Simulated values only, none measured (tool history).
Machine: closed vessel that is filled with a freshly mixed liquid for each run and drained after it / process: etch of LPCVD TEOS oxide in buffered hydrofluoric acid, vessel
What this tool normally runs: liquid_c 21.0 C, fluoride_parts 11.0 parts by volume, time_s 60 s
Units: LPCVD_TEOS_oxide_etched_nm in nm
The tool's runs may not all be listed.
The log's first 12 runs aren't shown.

run    hour  liquid_c  fluoride_parts  time_s  read-back film thickness of the LPCVD TEOS oxide reference wafer, read on the same gauge (nm)  LPCVD_TEOS_oxide_etched_nm
 13   892.5      21.0            11.0      60                                                                                         110.06                      109.78
 14   969.3      21.0            11.0      75                                                                                         109.99                      138.42
 15  1042.5      18.0            11.0      60                                                                                         110.05                       93.58
 16  1090.1      19.0             7.5      80                                                                                         110.02                      189.24
 17  1140.3      21.0            11.0      60                                                                                         110.01                      110.50
 18  1243.0      21.0            11.0      40                                                                                         110.00                       75.50
     1289.6  -- gauge calibrated
 19  1326.6      19.5            11.0      50                                                                                         109.99                       86.07
     1329.2  -- thermometer replaced
 20  1377.9      21.0            11.0      60                                                                                         110.02                      104.38
 21  1424.8      23.5            11.0      80                                                                                         110.02                      162.39
 22  1461.7      24.0             8.0      60                                                                                         109.98                      166.97
 23  1503.1      21.0            11.0      60                                                                                         110.01                      105.48
     1557.0  -- hydrofluoric acid flow meter replaced
 24  1566.1      22.5            12.5      35                                                                                         110.02                       58.98
 25  1614.7      19.0            13.0      60                                                                                         109.99                       81.10
 26  1663.7      25.0            11.0      60                                                                                         109.98                      131.70
 27  1700.8      21.0            11.0      60                                                                                         110.00                      107.65
 28  1745.6      21.0            11.0      60                                                                                         110.00                      106.89
 29  1853.4      24.0            14.5      30                                                                                         109.99                       47.88
 30  1931.7      18.5            13.5      75                                                                                         109.96                       95.55
 31  2171.7      21.0            11.0      60                                                                                         109.99                      109.52
 32  2207.7      25.0             8.0      45                                                                                         110.00                      136.73

Each row is a separate what-if for the run after 32, all from the same tool condition, not one after another. Results?
  A  2208.4      21.0            11.0      60                                                                                              ?                           ?
  B  2208.4      25.0             8.5      70                                                                                              ?                           ?
  C  2208.4      21.0             7.5      60                                                                                              ?                           ?
  D  2208.4      24.0            15.5      40                                                                                              ?                           ?
  E  2208.4      17.5            14.0      85                                                                                              ?                           ?

run  read-back film thickness of the LPCVD TEOS oxide reference wafer, read on the same gauge (nm)  LPCVD_TEOS_oxide_etched_nm
  A                                                                                         110.02                      110.38
  B                                                                                         110.02                      199.81
  C                                                                                         110.02                      157.69
  D                                                                                         110.02                       61.99
  E                                                                                         110.02                      101.51
Without the tool's hidden state the same runs would have given:
run  LPCVD_TEOS_oxide_etched_nm
  A                      105.00
  B                      190.34
  C                      150.02
  D                       59.02
  E                       96.45

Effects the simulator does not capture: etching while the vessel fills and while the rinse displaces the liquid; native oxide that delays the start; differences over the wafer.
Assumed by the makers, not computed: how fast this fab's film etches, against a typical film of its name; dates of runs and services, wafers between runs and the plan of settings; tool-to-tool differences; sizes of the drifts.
